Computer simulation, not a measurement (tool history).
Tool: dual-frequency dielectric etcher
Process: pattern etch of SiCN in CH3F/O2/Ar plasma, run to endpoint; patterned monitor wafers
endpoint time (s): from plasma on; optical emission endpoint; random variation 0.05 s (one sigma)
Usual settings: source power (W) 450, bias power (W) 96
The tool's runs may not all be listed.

run	day	source power (W)	bias power (W)	incoming incoming film thickness, nm	endpoint time (s)
1	0.000	450	96	8.27	16.1
2	0.358	450	96	8.25	16.0
3	0.821	510	103	8.29	14.8
4	1.217	510	103	8.31	14.9
5	1.583	520	107	8.34	14.6
6	2.121	520	107	8.37	14.5
7	2.825	450	96	8.36	16.2
8	3.488	370	96	8.41	17.7
9	3.883	370	96	8.26	17.4
10	4.383	450	96	8.33	16.1
11	4.854	450	96	8.32	16.0
12	5.167	380	96	8.26	17.2
# day 5.383: source power generator calibrated
13	5.421	380	96	8.29	17.3
14	5.804	380	96	8.35	17.3
# day 6.012: bias power generator calibrated
15	6.450	420	105	8.28	15.8
16	7.104	450	96	8.41	16.1
# day 8.683: wet clean of the chamber
17	8.704	520	85	8.32	16.6
18	8.717	450	96	8.37	16.9
19	8.979	510	96	8.25	15.8
20	9.238	340	90	8.26	19.4
21	9.504	350	84	8.26	19.9
22	9.925	450	96	8.24	16.8
23	10.283	510	109	8.29	15.1
# day 11.683: upper electrode replaced
24	11.704	500	96	8.30	16.0
25	12.017	450	76	8.33	18.4
26	13.117	450	110	8.24	15.6
27	13.783	350	80	8.36	20.2
28	14.183	450	103	8.37	16.3
29	14.733	390	86	8.31	18.5

Forecast each of these 4 alternatives for the next run:
A	14.750	450	96	8.28	?
B	14.750	410	112	8.28	?
C	14.750	410	87	8.28	?
D	14.750	370	116	8.28	?

run	endpoint time (s)
A	16.5
B	16.1
C	17.9
D	16.6
Without the tool's hidden state the same runs would have given:
run	endpoint time (s)
A	16.6
B	16.2
C	18.0
D	16.7
